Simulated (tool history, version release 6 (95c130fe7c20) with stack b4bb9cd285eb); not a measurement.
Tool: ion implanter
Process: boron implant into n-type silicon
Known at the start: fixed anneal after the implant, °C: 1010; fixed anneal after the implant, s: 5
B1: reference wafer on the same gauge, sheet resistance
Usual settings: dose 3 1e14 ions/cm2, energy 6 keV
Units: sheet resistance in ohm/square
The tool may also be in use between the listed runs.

Run 1, day 0: usual settings; B1 408.3. Result: sheet resistance 397.53 ohm/square.
Run 2, day 4.417: usual settings; B1 407.95. Result: sheet resistance 395.9 ohm/square.
Run 3, day 7.125: usual settings; B1 408.1. Result: sheet resistance 398.27 ohm/square.
Run 4, day 9.533: usual settings; B1 408.19. Result: sheet resistance 398.37 ohm/square.
Run 5, day 13.875: usual settings; B1 407.87. Result: sheet resistance 397.91 ohm/square.
Run 6, day 17.338: usual settings; B1 407.96. Result: sheet resistance 398.24 ohm/square.
Run 7, day 19.542: usual settings; B1 408.16. Result: sheet resistance 398.92 ohm/square.
Run 8, day 21.117: usual settings but dose 3.25 1e14 ions/cm2; B1 407.91. Result: sheet resistance 371.36 ohm/square.
Run 9, day 24.483: usual settings; B1 408.09. Result: sheet resistance 399.32 ohm/square.
Run 10, day 27.154: usual settings but energy 4.5 keV; B1 407.81. Result: sheet resistance 411.64 ohm/square.
Run 11, day 30.792: usual settings but energy 4.5 keV; B1 407.98. Result: sheet resistance 412.24 ohm/square.
Run 12, day 32.867: usual settings but energy 4.5 keV; B1 407.97. Result: sheet resistance 411.66 ohm/square.
Run 13, day 35.817: usual settings but energy 7 keV; B1 408.08. Result: sheet resistance 392.31 ohm/square.
At day 36.65: gauge calibrated.
Run 14, day 38.912: usual settings; B1 408.26. Result: sheet resistance 399.02 ohm/square.
Run 15, day 41.471: usual settings; B1 408. Result: sheet resistance 400.74 ohm/square.
At day 42.854: Faraday cup replaced and dose calibrated.
Run 16, day 43.458: usual settings; B1 408.03. Result: sheet resistance 390.33 ohm/square.
Run 17, day 47.2: usual settings; B1 408.18. Result: sheet resistance 390.16 ohm/square.
Run 18, day 49.333: usual settings but energy 6.5 keV; B1 408.06. Result: sheet resistance 388.17 ohm/square.
Run 19, day 54.812: usual settings but dose 3.38 1e14 ions/cm2, energy 4 keV; B1 408.06. Result: sheet resistance 372.57 ohm/square.
Run 20, day 58.738: usual settings but energy 4.5 keV; B1 407.76. Result: sheet resistance 404.39 ohm/square.
Run 21, day 63.208: usual settings but dose 3.58 1e14 ions/cm2, energy 5 keV; B1 408.02. Result: sheet resistance 346.45 ohm/square.
Run 22, day 67.438: usual settings but dose 3.56 1e14 ions/cm2, energy 7 keV; B1 408.19. Result: sheet resistance 331.72 ohm/square.
At day 69.608: extraction supply calibrated.
Run 23, day 70.717: usual settings; B1 407.97. Result: sheet resistance 393.06 ohm/square.
Run 24, day 74.492: usual settings but dose 3.89 1e14 ions/cm2, energy 4.5 keV; B1 407.92. Result: sheet resistance 330.42 ohm/square.
Run 25, day 78.267: usual settings but dose 3.35 1e14 ions/cm2, energy 7.5 keV; B1 408. Result: sheet resistance 348.57 ohm/square.
Run 26, day 80.979: usual settings but dose 3.7 1e14 ions/cm2, energy 7.5 keV; B1 408.17. Result: sheet resistance 318.92 ohm/square.
Run 27, day 83.358: usual settings but dose 2.12 1e14 ions/cm2; B1 408.1. Result: sheet resistance 525.63 ohm/square.
Run 28, day 85.938: usual settings; B1 408.17. Result: sheet resistance 394.13 ohm/square.
Run 29, day 87.979: usual settings but energy 4 keV; B1 407.88. Result: sheet resistance 412.59 ohm/square.

Forecast each of these 4 alternatives for the next run:
Run A, day 87.996: usual settings; B1 ?. Result: sheet resistance ?.
Run B, day 87.996: usual settings but dose 3.63 1e14 ions/cm2, energy 4.5 keV; B1 ?. Result: sheet resistance ?.
Run C, day 87.996: usual settings but dose 2.16 1e14 ions/cm2; B1 ?. Result: sheet resistance ?.
Run D, day 87.996: usual settings but dose 3.52 1e14 ions/cm2, energy 4.5 keV; B1 ?. Result: sheet resistance ?.

run      B1  sheet resistance
  A  408.23            395.46
  B  408.23            350.38
  C  408.23            520.02
  D  408.23            358.97
Without the tool's hidden state the same runs would have given:
run  sheet resistance
  A            392.67
  B            348.12
  C            516.52
  D            356.63
